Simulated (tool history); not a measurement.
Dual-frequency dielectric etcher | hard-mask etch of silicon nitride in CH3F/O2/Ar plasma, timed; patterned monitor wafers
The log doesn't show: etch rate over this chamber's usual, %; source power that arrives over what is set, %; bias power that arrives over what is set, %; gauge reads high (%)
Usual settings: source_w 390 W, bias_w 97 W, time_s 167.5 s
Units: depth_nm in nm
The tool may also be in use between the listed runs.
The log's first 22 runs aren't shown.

| run | hour | source_w | bias_w | time_s | wafers since the last listed run | hours since the last wet clean | hours since the last source power generator calibration | hours since the last bias power generator calibration | hours since the last upper electrode change | hours since the gauge calibration | read-back reference wafer on the same gauge, depth_nm | depth_nm |
|---|---|---|---|---|---|---|---|---|---|---|---|---|
| 23 | 1263.5 | 420 | 86 | 128 | 421 | 413.8 | 711.1 | 643 | 454.4 | 342.6 | 113.1 | 92.7 |
| 24 | 1322.6 | 300 | 109 | 184.5 | 535 | 472.9 | 770.2 | 702.1 | 513.5 | 401.7 | 112.8 | 132.4 |
| 25 | 1348.7 | 390 | 97 | 126 | 236 | 499 | 796.3 | 728.2 | 539.6 | 427.8 | 113 | 92.9 |
|  | 1407.2 | wet clean of the chamber |
| 26 | 1407.7 | 390 | 116 | 137 | 317 | 0.5 | 855.3 | 787.2 | 598.6 | 486.8 | 112.9 | 107.3 |
| 27 | 1438 | 390 | 110 | 167.5 | 274 | 30.8 | 885.6 | 817.5 | 628.9 | 517.1 | 113 | 127.9 |
| 28 | 1478.1 | 390 | 111 | 167.5 | 363 | 70.9 | 925.7 | 857.6 | 669 | 557.2 | 113.1 | 130 |
| 29 | 1527.7 | 390 | 97 | 167.5 | 449 | 120.5 | 975.3 | 907.2 | 718.6 | 606.8 | 113 | 123.7 |
| 30 | 1724 | 330 | 116 | 167.5 | 1778 | 316.8 | 1171.6 | 1103.5 | 914.9 | 803.1 | 113 | 125.3 |

4 ways to go on from here, each from the tool as it stands after run 30. What would each give?
| A | 1724.5 | 310 | 97 | 167.5 | 4 | 317.3 | 1172.1 | 1104 | 915.4 | 803.6 | ? | ? |
| B | 1724.5 | 480 | 105 | 182.5 | 4 | 317.3 | 1172.1 | 1104 | 915.4 | 803.6 | ? | ? |
| C | 1724.5 | 390 | 114 | 167.5 | 4 | 317.3 | 1172.1 | 1104 | 915.4 | 803.6 | ? | ? |
| D | 1724.5 | 450 | 97 | 143 | 4 | 317.3 | 1172.1 | 1104 | 915.4 | 803.6 | ? | ? |

| run | read-back reference wafer on the same gauge, depth_nm | depth_nm |
|---|---|---|
| A | 113 | 117.6 |
| B | 113 | 147.8 |
| C | 113 | 131.6 |
| D | 113 | 110.9 |
Without the tool's hidden state the same runs would have given:
| run | depth_nm |
|---|---|
| A | 117.6 |
| B | 147.8 |
| C | 131.6 |
| D | 110.9 |
